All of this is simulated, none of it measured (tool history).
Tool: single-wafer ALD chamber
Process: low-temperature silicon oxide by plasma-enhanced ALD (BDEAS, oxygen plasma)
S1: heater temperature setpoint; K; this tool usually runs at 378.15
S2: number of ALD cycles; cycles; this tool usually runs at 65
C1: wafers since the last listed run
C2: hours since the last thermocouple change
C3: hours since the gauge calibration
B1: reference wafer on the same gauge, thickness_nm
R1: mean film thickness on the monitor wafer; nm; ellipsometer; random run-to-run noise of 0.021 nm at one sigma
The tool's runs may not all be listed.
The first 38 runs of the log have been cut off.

{"run": 39, "hour": 3211.6, "S1": 382.15, "S2": 65, "C1": 1933, "C2": 1091, "C3": 704.7, "B1": 9.668, "R1": 8.523}
{"run": 40, "hour": 3288.4, "S1": 366.15, "S2": 71, "C1": 477, "C2": 1167.8, "C3": 781.5, "B1": 9.658, "R1": 9.656}
{"run": 41, "hour": 3363.2, "S1": 378.15, "S2": 65, "C1": 464, "C2": 1242.6, "C3": 856.3, "B1": 9.677, "R1": 8.569}
{"run": 42, "hour": 3445.0, "S1": 392.15, "S2": 65, "C1": 508, "C2": 1324.4, "C3": 938.1, "B1": 9.673, "R1": 8.362}
{"run": 43, "hour": 3487.8, "S1": 392.15, "S2": 53, "C1": 265, "C2": 1367.2, "C3": 980.9, "B1": 9.672, "R1": 6.829}
{"run": 44, "hour": 3541.5, "S1": 386.15, "S2": 69, "C1": 333, "C2": 1420.9, "C3": 1034.6, "B1": 9.667, "R1": 8.988}
{"run": 45, "hour": 3590.8, "S1": 392.15, "S2": 59, "C1": 306, "C2": 1470.2, "C3": 1083.9, "B1": 9.678, "R1": 7.573}
{"run": 46, "hour": 3634.1, "S1": 378.15, "S2": 54, "C1": 269, "C2": 1513.5, "C3": 1127.2, "B1": 9.669, "R1": 7.095}
{"run": 47, "hour": 3702.5, "S1": 383.15, "S2": 65, "C1": 425, "C2": 1581.9, "C3": 1195.6, "B1": 9.668, "R1": 8.49}
{"run": 48, "hour": 3758.1, "S1": 367.15, "S2": 57, "C1": 345, "C2": 1637.5, "C3": 1251.2, "B1": 9.668, "R1": 7.675}

Here are 3 independent what-if runs from the current tool condition. What would each one return?
{"run": "A", "hour": 3758.6, "S1": 378.15, "S2": 60, "C1": 3, "C2": 1638, "C3": 1251.7, "B1": "?", "R1": "?"}
{"run": "B", "hour": 3758.6, "S1": 393.15, "S2": 69, "C1": 3, "C2": 1638, "C3": 1251.7, "B1": "?", "R1": "?"}
{"run": "C", "hour": 3758.6, "S1": 364.15, "S2": 75, "C1": 3, "C2": 1638, "C3": 1251.7, "B1": "?", "R1": "?"}

run=A B1=9.667 R1=7.888
run=B B1=9.667 R1=8.853
run=C B1=9.667 R1=10.197
With no hidden state in the tool, these same runs would have given:
run=A R1=7.902
run=B R1=8.869
run=C R1=10.231

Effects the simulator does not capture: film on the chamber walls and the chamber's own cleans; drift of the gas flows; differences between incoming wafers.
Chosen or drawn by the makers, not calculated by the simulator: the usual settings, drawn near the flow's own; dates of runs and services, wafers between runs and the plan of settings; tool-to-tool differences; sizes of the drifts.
